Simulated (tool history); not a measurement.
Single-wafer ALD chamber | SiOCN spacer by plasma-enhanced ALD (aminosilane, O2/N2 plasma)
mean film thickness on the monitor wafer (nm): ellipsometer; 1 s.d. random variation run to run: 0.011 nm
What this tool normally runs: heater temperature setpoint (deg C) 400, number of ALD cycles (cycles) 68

run,hour,heater temperature setpoint (deg C),number of ALD cycles (cycles),wafers since the last listed run,hours since the last thermocouple change,hours since the gauge calibration,"read-back reference wafer on the same gauge, thickness_nm",mean film thickness on the monitor wafer (nm)
1,0.0,400,68,0,1084.1,169.8,4.953,4.206
2,18.6,400,68,47,1102.7,188.4,4.946,4.220
3,53.7,400,68,89,1137.8,223.5,4.949,4.212
4,83.4,404,68,75,1167.5,253.2,4.954,4.164
5,114.7,400,68,79,1198.8,284.5,4.950,4.215
6,127.6,400,68,32,1211.7,297.4,4.951,4.204
# hour 159.9: thermocouple changed; heater temperature recalibrated
7,162.7,409,68,69,2.8,332.5,4.952,4.073
# hour 172.7: gauge calibrated
8,175.9,400,57,33,16.0,3.2,4.954,3.531
9,200.2,400,57,62,40.3,27.5,4.951,3.527
10,214.3,396,56,35,54.4,41.6,4.951,3.468
11,227.8,414,63,34,67.9,55.1,4.949,3.713
12,259.2,410,79,80,99.3,86.5,4.946,4.724
13,284.6,400,68,64,124.7,111.9,4.950,4.230
14,318.6,400,78,86,158.7,145.9,4.950,4.866
15,353.6,386,74,89,193.7,180.9,4.948,4.612
16,371.5,400,68,45,211.6,198.8,4.949,4.229
17,401.4,386,81,76,241.5,228.7,4.950,5.029
18,473.5,405,72,184,313.6,300.8,4.948,4.385

3 options for the next run, each taken on its own from the tool as it stands now. Forecast them:
A,474.0,400,68,1,314.1,301.3,?,?
B,474.0,393,76,1,314.1,301.3,?,?
C,474.0,405,75,1,314.1,301.3,?,?

run,"read-back reference wafer on the same gauge, thickness_nm",mean film thickness on the monitor wafer (nm)
A,4.951,4.217
B,4.951,4.713
C,4.951,4.571
Stripped of hidden state, with their random variation kept, the same runs would have yielded:
run,mean film thickness on the monitor wafer (nm)
A,4.217
B,4.713
C,4.571
